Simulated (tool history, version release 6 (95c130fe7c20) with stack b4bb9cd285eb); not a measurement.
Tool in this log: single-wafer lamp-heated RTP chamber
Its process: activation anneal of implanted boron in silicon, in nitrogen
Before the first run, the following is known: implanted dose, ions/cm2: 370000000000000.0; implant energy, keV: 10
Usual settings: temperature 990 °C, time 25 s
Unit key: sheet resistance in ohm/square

run,hour,temperature,time,"read-back reference wafer on the same gauge, sheet resistance",sheet resistance
1,0,982,34,350.01,309.04
2,14.9,970,25,349.77,317.64
3,28.3,970,25,349.86,317.07
4,38.9,970,25,349.97,316.9
5,51.9,990,25,349.7,305.73
6,59.1,990,25,349.93,305.12
7,65.1,990,25,350.26,305.53
8,82.8,990,25,350.03,305.65
9,96,990,25,350.24,304.72
10,113.4,990,25,350.19,304.62
11,129.6,990,25,350,304.98
12,144.6,1013,32,350.01,300.18
# hour 156.1: reflector plate cleaned
# hour 157.5: gauge calibrated
13,160.6,1013,32,349.8,300.11
14,169.4,1013,32,350.19,301.39
15,179.8,990,25,349.89,303.98
16,188.6,978,19,350.05,308.96
# hour 211.6: pyrometer window cleaned and pyrometer calibrated
17,212.1,990,25,350.02,308.41
18,213.4,972,16,350.19,322.25
19,219.4,990,25,350.18,308.62
20,227.9,990,15,349.78,309.21
21,280.8,971,37,349.67,313.95
22,293.6,990,37,349.93,304.75
23,310.5,990,25,349.92,305.11
24,324,1010,16,349.96,304.17
25,343.5,971,10,349.76,320.43
26,358.9,976,25,350.12,311.23
27,367.2,990,25,349.92,305.48
28,384.1,962,25,349.95,321.31
29,391.8,966,38,349.74,312.91

Alternative continuations, all from the tool just after run 29; predict every row:
A,392.2,990,25,?,?
B,392.2,1005,32,?,?
C,392.2,1013,33,?,?

run,"read-back reference wafer on the same gauge, sheet resistance",sheet resistance
A,350.18,304.76
B,350.18,301.46
C,350.18,300.57
With no hidden state in the tool, these same runs would have given:
run,sheet resistance
A,307.8
B,302.85
C,301.56
